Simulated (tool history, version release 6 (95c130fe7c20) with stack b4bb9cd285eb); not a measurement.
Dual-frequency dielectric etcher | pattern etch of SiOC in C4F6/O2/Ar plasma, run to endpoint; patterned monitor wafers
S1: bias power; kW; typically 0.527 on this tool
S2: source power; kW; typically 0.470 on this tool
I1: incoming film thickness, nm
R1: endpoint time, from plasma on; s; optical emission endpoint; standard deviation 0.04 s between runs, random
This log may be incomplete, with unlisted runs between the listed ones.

run	hour	S1	S2	I1	R1
1	0.0	0.527	0.470	43.81	13.6
2	11.8	0.527	0.470	43.90	13.6
3	18.1	0.527	0.470	43.71	13.5
4	33.7	0.527	0.470	43.63	13.5
5	50.2	0.527	0.470	43.51	13.5
6	64.3	0.527	0.470	43.76	13.6
7	72.9	0.527	0.470	44.17	13.7
8	87.7	0.527	0.470	43.94	13.7
9	103.3	0.476	0.470	43.37	14.3
10	111.7	0.569	0.470	43.30	12.9
11	120.4	0.569	0.470	43.97	13.2
12	127.5	0.569	0.470	44.26	13.3
13	138.0	0.527	0.540	43.57	12.7
# hour 146.3: bias power generator calibrated
14	151.2	0.615	0.560	43.43	11.5
15	159.0	0.527	0.470	43.83	13.7
16	174.3	0.527	0.470	43.77	13.7
17	191.5	0.407	0.560	44.03	14.6
# hour 217.7: upper electrode replaced
18	218.2	0.653	0.370	43.67	13.9
19	218.5	0.527	0.470	43.62	13.6
20	218.8	0.527	0.470	43.64	13.8
# hour 254.5: wet clean of the chamber
21	255.0	0.491	0.470	44.05	13.9
22	255.3	0.572	0.510	43.88	12.3
23	262.0	0.527	0.470	43.39	13.2
24	268.9	0.458	0.420	43.56	15.2
# hour 275.9: source power generator calibrated
25	293.2	0.650	0.470	43.85	12.0
26	302.1	0.643	0.350	43.71	14.1
27	317.7	0.527	0.470	43.34	13.2
28	331.0	0.527	0.470	43.91	13.3
29	345.5	0.593	0.420	43.59	13.3
30	355.0	0.527	0.430	43.74	14.1

Each row is a separate what-if for the run after 30, all from the same tool condition, not one after another. Results?
A	355.4	0.527	0.570	43.78	?
B	355.4	0.651	0.580	43.78	?
C	355.4	0.403	0.380	43.78	?
D	355.4	0.609	0.360	43.78	?

run	R1
A	12.2
B	10.9
C	17.5
D	14.3
Take away the tool's hidden state, keep each run's random variation, and the runs would have read:
run	R1
A	12.1
B	10.8
C	17.3
D	14.2
